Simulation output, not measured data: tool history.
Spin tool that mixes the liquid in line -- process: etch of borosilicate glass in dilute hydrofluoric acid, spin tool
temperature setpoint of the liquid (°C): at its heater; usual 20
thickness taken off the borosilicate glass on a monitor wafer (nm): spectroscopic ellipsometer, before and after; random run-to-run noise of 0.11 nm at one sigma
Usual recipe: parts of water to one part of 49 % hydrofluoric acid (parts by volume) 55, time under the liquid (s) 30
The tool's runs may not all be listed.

run,day,temperature setpoint of the liquid (°C),parts of water to one part of 49 % hydrofluoric acid (parts by volume),time under the liquid (s),wafers since the last listed run,hours since the thermometer was replaced,hours since the hydrofluoric acid flow meter was replaced,hours since the gauge calibration,"read-back film thickness of the borosilicate glass reference wafer, read on the same gauge (nm)",thickness taken off the borosilicate glass on a monitor wafer (nm)
1,0,20,55,15,0,1044,534.6,6.3,150.01,7.02
2,4.367,20,55,15,1351,1148.8,639.4,111.1,149.99,6.95
3,5.554,20,55,30,367,1177.3,667.9,139.6,149.98,14.09
4,6.708,20,55,30,357,1205,695.6,167.3,150.01,14.34
5,8.446,20,55,30,537,1246.7,737.3,209,150,14.76
# day 8.625: thermometer replaced
6,10.279,17.5,55,40,554,39.7,781.3,253,150.02,15.21
7,11.521,17.5,55,40,384,69.5,811.1,282.8,149.98,15.53
8,13.646,17.5,55,40,657,120.5,862.1,333.8,150,15.64
9,15.883,20,55,30,692,174.2,915.8,387.5,149.97,13.1
10,18.779,20,55,30,896,243.7,985.3,457,149.98,13.36
11,21.458,20,55,30,829,308,1049.6,521.3,150.01,13.34
12,23.838,20,55,30,736,365.1,1106.7,578.4,150.03,13.29
13,25.646,20,55,30,559,408.5,1150.1,621.8,150.01,13.52
14,27.175,20,45,30,473,445.2,1186.8,658.5,149.98,17.06
15,29.271,20,65,30,648,495.5,1237.1,708.8,150.02,11.59
16,32.242,20,55,30,919,566.8,1308.4,780.1,149.97,13.92
17,34.717,20,55,30,766,626.2,1367.8,839.5,150.04,13.85
18,36.692,18,85,20,611,673.6,1415.2,886.9,149.96,5.44
# day 36.967: gauge calibrated
# day 37.071: hydrofluoric acid flow meter replaced
19,39.146,25,25,40,746,732.5,49.8,52.3,149.95,50.35
20,41.375,24,30,50,689,786,103.3,105.8,150.03,49.6
21,42.879,20,55,30,465,822.1,139.4,141.9,150.04,13.43
22,50.804,17,55,30,2452,1012.3,329.6,332.1,150.02,12
23,53.171,17.5,55,40,732,1069.1,386.4,388.9,149.95,16.35
24,54.45,17.5,35,15,395,1099.8,417.1,419.6,149.95,10.25
25,56.321,24,55,30,579,1144.7,462,464.5,150.01,16.25
# day 57.879: thermometer replaced
26,58.679,20,45,35,717,19.2,518.6,521.1,150.01,18
27,62.388,17,70,50,1147,108.2,607.6,610.1,149.98,14.48
28,63.7,20,55,45,406,139.7,639.1,641.6,149.97,19.23
29,65.5,17,35,40,557,182.9,682.3,684.8,150,24.37
30,68.133,21.5,65,25,815,246.1,745.5,748,149.97,9.73
31,69.896,20,55,35,545,288.4,787.8,790.3,149.99,15.56
32,71.75,20,55,50,573,332.9,832.3,834.8,149.99,21.96
33,72.758,20,55,30,312,357.1,856.5,859,149.98,13.16
34,74.554,22.5,55,30,555,400.2,899.6,902.1,150,14.78

Alternative continuations, all from the tool just after run 34; predict every row:
A,74.571,20,55,30,5,400.6,900,902.5,?,?
B,74.571,21.5,70,30,5,400.6,900,902.5,?,?
C,74.571,20,40,20,5,400.6,900,902.5,?,?

run,"read-back film thickness of the borosilicate glass reference wafer, read on the same gauge (nm)",thickness taken off the borosilicate glass on a monitor wafer (nm)
A,150,13.46
B,150,11.06
C,150,12.56
Without the tool's unlogged condition, the same runs would have read:
run,thickness taken off the borosilicate glass on a monitor wafer (nm)
A,12.43
B,10.21
C,11.6

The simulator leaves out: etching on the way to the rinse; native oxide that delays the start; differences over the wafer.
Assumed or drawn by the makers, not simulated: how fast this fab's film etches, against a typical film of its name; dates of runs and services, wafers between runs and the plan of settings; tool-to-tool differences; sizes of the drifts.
